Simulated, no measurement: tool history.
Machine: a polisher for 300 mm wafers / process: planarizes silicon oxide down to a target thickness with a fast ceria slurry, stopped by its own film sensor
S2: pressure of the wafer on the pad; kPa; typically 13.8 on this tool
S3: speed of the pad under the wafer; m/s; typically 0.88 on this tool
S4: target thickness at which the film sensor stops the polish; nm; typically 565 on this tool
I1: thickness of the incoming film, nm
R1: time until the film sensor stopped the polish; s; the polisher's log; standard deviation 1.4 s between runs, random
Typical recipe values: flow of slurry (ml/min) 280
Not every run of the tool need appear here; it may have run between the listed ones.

run 1 day=0.000 | flow_of_slurry_(ml/min)=310 S2=13.8 S3=0.88 S4=565 | I1=1425.4 | R1=101.8
run 2 day=0.992 | flow_of_slurry_(ml/min)=310 S2=13.8 S3=0.88 S4=565 | I1=1444.3 | R1=102.4
run 3 day=2.204 | flow_of_slurry_(ml/min)=280 S2=13.8 S3=0.88 S4=565 | I1=1427.2 | R1=100.1
run 4 day=3.012 | flow_of_slurry_(ml/min)=280 S2=13.8 S3=0.88 S4=565 | I1=1449.9 | R1=104.5
run 5 day=3.938 | flow_of_slurry_(ml/min)=280 S2=13.8 S3=0.88 S4=565 | I1=1425.8 | R1=102.3
-- day=4.879 worn pad replaced by a new one
run 6 day=4.900 | flow_of_slurry_(ml/min)=280 S2=13.8 S3=0.88 S4=565 | I1=1458.8 | R1=106.0
run 7 day=5.542 | flow_of_slurry_(ml/min)=340 S2=13.8 S3=0.88 S4=750 | I1=1451.1 | R1=80.2
run 8 day=6.875 | flow_of_slurry_(ml/min)=340 S2=13.8 S3=0.88 S4=750 | I1=1436.1 | R1=80.4
run 9 day=8.271 | flow_of_slurry_(ml/min)=280 S2=13.8 S3=0.88 S4=565 | I1=1437.0 | R1=104.1
run 10 day=9.654 | flow_of_slurry_(ml/min)=280 S2=13.8 S3=0.88 S4=565 | I1=1421.5 | R1=107.0
run 11 day=10.358 | flow_of_slurry_(ml/min)=280 S2=10.3 S3=0.88 S4=565 | I1=1450.7 | R1=144.9
run 12 day=10.904 | flow_of_slurry_(ml/min)=280 S2=10.3 S3=0.88 S4=565 | I1=1434.1 | R1=144.2
run 13 day=12.192 | flow_of_slurry_(ml/min)=280 S2=13.8 S3=0.88 S4=565 | I1=1443.0 | R1=110.4
-- day=12.771 slurry nozzle cleaned
run 14 day=12.867 | flow_of_slurry_(ml/min)=280 S2=13.8 S3=0.88 S4=565 | I1=1466.0 | R1=106.0
run 15 day=14.229 | flow_of_slurry_(ml/min)=280 S2=13.8 S3=0.88 S4=565 | I1=1436.1 | R1=101.9
-- day=15.550 worn pad replaced by a new one
run 16 day=15.571 | flow_of_slurry_(ml/min)=180 S2=13.8 S3=0.88 S4=565 | I1=1458.6 | R1=116.4
run 17 day=16.388 | flow_of_slurry_(ml/min)=280 S2=13.8 S3=0.88 S4=565 | I1=1456.2 | R1=106.9
run 18 day=17.179 | flow_of_slurry_(ml/min)=280 S2=9.7 S3=0.88 S4=565 | I1=1459.5 | R1=153.6
run 19 day=18.338 | flow_of_slurry_(ml/min)=280 S2=17.9 S3=1.12 S4=565 | I1=1443.9 | R1=69.6
run 20 day=19.475 | flow_of_slurry_(ml/min)=280 S2=11.7 S3=0.88 S4=703 | I1=1431.1 | R1=105.9
-- day=19.779 head pressure recalibrated
run 21 day=20.692 | flow_of_slurry_(ml/min)=280 S2=13.8 S3=0.88 S4=565 | I1=1468.8 | R1=113.2
run 22 day=21.958 | flow_of_slurry_(ml/min)=280 S2=13.8 S3=1.06 S4=565 | I1=1446.1 | R1=98.9
run 23 day=23.425 | flow_of_slurry_(ml/min)=280 S2=17.9 S3=0.88 S4=565 | I1=1440.1 | R1=87.7
run 24 day=24.400 | flow_of_slurry_(ml/min)=380 S2=10.3 S3=1.04 S4=309 | I1=1438.4 | R1=164.8
-- day=25.529 worn pad replaced by a new one
run 25 day=25.550 | flow_of_slurry_(ml/min)=375 S2=9.7 S3=0.60 S4=565 | I1=1434.4 | R1=202.0
-- day=25.796 slurry nozzle cleaned
run 26 day=26.400 | flow_of_slurry_(ml/min)=315 S2=13.8 S3=0.88 S4=565 | I1=1481.3 | R1=104.0
run 27 day=27.062 | flow_of_slurry_(ml/min)=280 S2=15.9 S3=0.88 S4=655 | I1=1437.7 | R1=79.4
run 28 day=27.600 | flow_of_slurry_(ml/min)=235 S2=17.2 S3=0.88 S4=565 | I1=1462.7 | R1=85.2
run 29 day=29.767 | flow_of_slurry_(ml/min)=280 S2=17.9 S3=1.16 S4=565 | I1=1437.2 | R1=64.7
run 30 day=31.167 | flow_of_slurry_(ml/min)=280 S2=13.8 S3=0.88 S4=565 | I1=1461.3 | R1=105.9
run 31 day=32.183 | flow_of_slurry_(ml/min)=280 S2=11.0 S3=1.18 S4=565 | I1=1446.2 | R1=106.0

Forecast run 32:
run 32 day=33.333 | flow_of_slurry_(ml/min)=280 S2=16.5 S3=0.88 S4=565 | I1=1432.9 | R1=?

Run 32 yielded R1 86.8 s.
Take away the tool's hidden state, keep the run-to-run variation as it was, and the same run would have given R1 82.7 s.

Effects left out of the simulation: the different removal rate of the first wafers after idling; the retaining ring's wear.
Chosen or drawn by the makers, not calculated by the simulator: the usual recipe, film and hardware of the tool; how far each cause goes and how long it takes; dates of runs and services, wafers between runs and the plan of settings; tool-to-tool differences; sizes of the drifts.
